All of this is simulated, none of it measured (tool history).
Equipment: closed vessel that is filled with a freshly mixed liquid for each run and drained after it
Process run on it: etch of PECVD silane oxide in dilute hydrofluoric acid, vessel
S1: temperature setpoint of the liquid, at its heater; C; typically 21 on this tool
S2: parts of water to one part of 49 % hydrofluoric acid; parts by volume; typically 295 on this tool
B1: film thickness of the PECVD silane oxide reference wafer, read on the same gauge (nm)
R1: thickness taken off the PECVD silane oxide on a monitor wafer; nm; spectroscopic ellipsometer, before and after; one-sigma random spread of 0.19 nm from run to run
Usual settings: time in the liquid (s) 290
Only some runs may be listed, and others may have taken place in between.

run 1 hour=0 | S1=21 S2=295 time_in_the_liquid_(s)=395 | B1=110.01 | R1=38.76
run 2 hour=53.8 | S1=21 S2=295 time_in_the_liquid_(s)=355 | B1=110.02 | R1=34.7
run 3 hour=102 | S1=21 S2=295 time_in_the_liquid_(s)=355 | B1=109.99 | R1=34.89
run 4 hour=139.7 | S1=21 S2=295 time_in_the_liquid_(s)=355 | B1=110.02 | R1=34.85
-- hour=148.4 gauge calibrated
run 5 hour=205.1 | S1=18 S2=375 time_in_the_liquid_(s)=290 | B1=110.01 | R1=18.87
run 6 hour=242.5 | S1=18 S2=375 time_in_the_liquid_(s)=290 | B1=109.99 | R1=18.93
run 7 hour=312.9 | S1=18 S2=375 time_in_the_liquid_(s)=290 | B1=110.01 | R1=18.94
run 8 hour=352.7 | S1=21 S2=295 time_in_the_liquid_(s)=290 | B1=110.02 | R1=28.36
run 9 hour=399 | S1=21 S2=295 time_in_the_liquid_(s)=290 | B1=109.99 | R1=28.5
run 10 hour=431.3 | S1=21 S2=295 time_in_the_liquid_(s)=290 | B1=110 | R1=28.74
run 11 hour=493.4 | S1=21 S2=415 time_in_the_liquid_(s)=240 | B1=110.01 | R1=15.27
run 12 hour=537.8 | S1=26 S2=255 time_in_the_liquid_(s)=240 | B1=109.99 | R1=33.79
run 13 hour=600.4 | S1=21 S2=295 time_in_the_liquid_(s)=290 | B1=109.97 | R1=28.96
run 14 hour=668.6 | S1=21 S2=190 time_in_the_liquid_(s)=415 | B1=109.99 | R1=70.12
run 15 hour=730.9 | S1=21 S2=295 time_in_the_liquid_(s)=290 | B1=110.01 | R1=28.49
run 16 hour=759.6 | S1=21 S2=185 time_in_the_liquid_(s)=240 | B1=110.02 | R1=42.07
-- hour=848.5 hydrofluoric acid flow meter replaced
run 17 hour=854.3 | S1=21 S2=295 time_in_the_liquid_(s)=290 | B1=110.01 | R1=28.3
run 18 hour=897.9 | S1=21 S2=295 time_in_the_liquid_(s)=290 | B1=109.99 | R1=28.6
run 19 hour=954.4 | S1=21 S2=295 time_in_the_liquid_(s)=290 | B1=109.99 | R1=28.6
run 20 hour=996 | S1=21 S2=295 time_in_the_liquid_(s)=290 | B1=109.97 | R1=28.63

What will run 21 give?
run 21 hour=1060.4 | S1=26 S2=295 time_in_the_liquid_(s)=290 | B1=? | R1=?

Run 21 measured B1 110.01, R1 33.77 nm.
Were there no unlogged condition in the tool, this run, its random variation unchanged, would have produced R1 33.77 nm.

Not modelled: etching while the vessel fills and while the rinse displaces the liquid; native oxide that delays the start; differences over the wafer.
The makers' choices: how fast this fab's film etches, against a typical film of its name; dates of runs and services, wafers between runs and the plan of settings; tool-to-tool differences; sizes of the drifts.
